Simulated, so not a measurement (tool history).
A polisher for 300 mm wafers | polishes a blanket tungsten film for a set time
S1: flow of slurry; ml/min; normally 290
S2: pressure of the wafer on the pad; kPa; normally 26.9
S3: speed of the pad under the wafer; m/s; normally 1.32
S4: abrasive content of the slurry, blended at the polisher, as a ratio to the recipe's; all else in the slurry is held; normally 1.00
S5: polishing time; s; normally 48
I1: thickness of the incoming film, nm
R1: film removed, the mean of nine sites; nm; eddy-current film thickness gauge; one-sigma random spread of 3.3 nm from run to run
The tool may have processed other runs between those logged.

run 1 day=0.000 | S1=290 S2=26.9 S3=1.32 S4=1.00 S5=48 | I1=1212.3 | R1=252.9
-- day=1.404 worn pad replaced by a new one
run 2 day=1.425 | S1=290 S2=26.9 S3=1.32 S4=1.00 S5=48 | I1=1173.3 | R1=271.9
-- day=2.696 head pressure recalibrated
-- day=4.421 slurry nozzle cleaned
run 3 day=5.088 | S1=290 S2=26.9 S3=1.32 S4=1.00 S5=48 | I1=1194.7 | R1=267.4
-- day=6.796 slurry tank refilled with fresh slurry and peroxide
run 4 day=7.529 | S1=290 S2=26.9 S3=1.00 S4=1.00 S5=48 | I1=1196.6 | R1=196.8
-- day=8.017 slurry blender recalibrated
run 5 day=10.388 | S1=290 S2=26.9 S3=1.00 S4=1.00 S5=48 | I1=1191.8 | R1=191.8
-- day=10.588 worn pad replaced by a new one
run 6 day=11.579 | S1=290 S2=26.9 S3=1.32 S4=1.00 S5=48 | I1=1196.0 | R1=267.9
run 7 day=14.425 | S1=290 S2=21.4 S3=1.32 S4=1.00 S5=48 | I1=1194.2 | R1=227.4
run 8 day=15.821 | S1=290 S2=21.4 S3=1.32 S4=1.00 S5=48 | I1=1185.8 | R1=229.5
-- day=18.342 slurry tank refilled with fresh slurry and peroxide
run 9 day=18.362 | S1=290 S2=21.4 S3=1.32 S4=1.00 S5=48 | I1=1196.1 | R1=221.9
run 10 day=19.412 | S1=290 S2=26.9 S3=1.32 S4=1.00 S5=58 | I1=1178.7 | R1=306.7
-- day=20.892 worn pad replaced by a new one
run 11 day=21.346 | S1=290 S2=26.9 S3=1.32 S4=1.00 S5=58 | I1=1169.9 | R1=323.5
-- day=21.450 slurry blender recalibrated
run 12 day=22.692 | S1=290 S2=26.9 S3=1.32 S4=1.00 S5=48 | I1=1176.3 | R1=260.6
run 13 day=27.329 | S1=315 S2=33.8 S3=1.60 S4=1.15 S5=48 | I1=1173.4 | R1=369.9
-- day=27.479 head pressure recalibrated
-- day=28.067 slurry tank refilled with fresh slurry and peroxide
run 14 day=29.388 | S1=350 S2=26.9 S3=1.32 S4=1.00 S5=48 | I1=1181.1 | R1=269.5
run 15 day=30.721 | S1=290 S2=26.9 S3=1.32 S4=1.00 S5=48 | I1=1206.0 | R1=261.5
-- day=31.729 worn pad replaced by a new one
-- day=33.246 slurry blender recalibrated
run 16 day=33.438 | S1=290 S2=29.6 S3=1.32 S4=0.80 S5=57 | I1=1190.7 | R1=314.5
-- day=37.488 slurry tank refilled with fresh slurry and peroxide
-- day=39.375 slurry nozzle cleaned
run 17 day=40.600 | S1=290 S2=26.9 S3=1.32 S4=1.00 S5=48 | I1=1180.5 | R1=247.9
-- day=41.375 worn pad replaced by a new one
run 18 day=42.312 | S1=290 S2=26.9 S3=1.54 S4=1.00 S5=48 | I1=1181.3 | R1=313.0
run 19 day=43.804 | S1=290 S2=26.9 S3=1.32 S4=1.25 S5=48 | I1=1203.4 | R1=277.9

For run 20, what comes out?
-- day=46.383 slurry blender recalibrated
-- day=46.708 slurry tank refilled with fresh slurry and peroxide
run 20 day=50.338 | S1=245 S2=17.2 S3=1.60 S4=1.25 S5=48 | I1=1191.5 | R1=?

{"run 20": {"R1": 246.1}}
Were there no unlogged condition in the tool, this run, its random variation unchanged, would have produced R1 285.8 nm.
